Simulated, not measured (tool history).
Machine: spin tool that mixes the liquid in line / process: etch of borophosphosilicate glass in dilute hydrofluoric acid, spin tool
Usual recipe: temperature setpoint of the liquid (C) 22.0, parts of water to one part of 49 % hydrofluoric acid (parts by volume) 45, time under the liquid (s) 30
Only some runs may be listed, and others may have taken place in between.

run,hour,temperature setpoint of the liquid (C),parts of water to one part of 49 % hydrofluoric acid (parts by volume),time under the liquid (s),"read-back film thickness of the borophosphosilicate glass reference wafer, read on the same gauge (nm)",thickness taken off the borophosphosilicate glass on a monitor wafer (nm)
1,0.0,22.0,45,30,48.68,39.96
# hour 33.7: hydrofluoric acid flow meter replaced
2,35.0,22.0,45,30,48.60,40.06
3,53.4,22.0,45,15,48.56,19.71
4,73.3,22.0,45,15,48.54,19.74
5,102.5,20.0,45,30,48.44,35.70
6,119.0,22.0,45,30,48.43,39.58
7,147.4,22.0,45,30,48.41,39.37
8,169.0,22.0,45,30,48.36,39.14
# hour 189.8: thermometer replaced
9,193.6,22.0,45,25,48.34,32.64
10,217.4,23.5,45,30,48.27,42.25
11,243.3,18.5,45,30,48.24,33.64
12,267.4,26.0,35,15,48.21,30.29
13,295.8,26.0,30,20,48.14,46.94
# hour 306.4: gauge calibrated
14,308.8,22.0,55,30,50.00,33.08
15,344.6,19.5,55,40,49.92,38.80
16,364.8,18.0,25,15,49.87,31.46
17,377.6,19.0,25,30,49.84,64.77
18,468.6,27.0,45,15,49.72,24.49
19,482.2,22.0,45,30,49.71,40.32
20,504.3,22.0,45,30,49.63,40.72
21,525.4,24.5,45,15,49.60,22.19
22,552.5,26.5,45,15,49.58,24.18
23,568.7,18.0,30,20,49.52,34.53
24,594.4,22.0,45,40,49.46,53.56
25,629.6,22.0,30,30,49.38,61.10
26,644.1,17.5,45,40,49.41,44.36
27,664.7,26.0,45,20,49.36,31.82
28,694.7,18.5,45,35,49.34,40.64
29,716.7,27.0,25,30,49.33,90.76
30,744.1,27.0,25,25,49.18,76.81
31,764.5,22.0,45,30,49.20,39.94
32,777.5,17.5,45,30,49.16,32.97

Predict each of these 4 candidate next runs independently; none follows another, all start after run 32:
A,777.9,18.0,45,30,?,?
B,777.9,25.5,45,40,?,?
C,777.9,26.0,45,50,?,?
D,777.9,27.0,60,15,?,?

run,"read-back film thickness of the borophosphosilicate glass reference wafer, read on the same gauge (nm)",thickness taken off the borophosphosilicate glass on a monitor wafer (nm)
A,49.18,33.39
B,49.18,61.03
C,49.18,77.85
D,49.18,17.86
Without the tool's hidden state the same runs would have given:
run,thickness taken off the borophosphosilicate glass on a monitor wafer (nm)
A,33.95
B,62.06
C,79.17
D,18.16

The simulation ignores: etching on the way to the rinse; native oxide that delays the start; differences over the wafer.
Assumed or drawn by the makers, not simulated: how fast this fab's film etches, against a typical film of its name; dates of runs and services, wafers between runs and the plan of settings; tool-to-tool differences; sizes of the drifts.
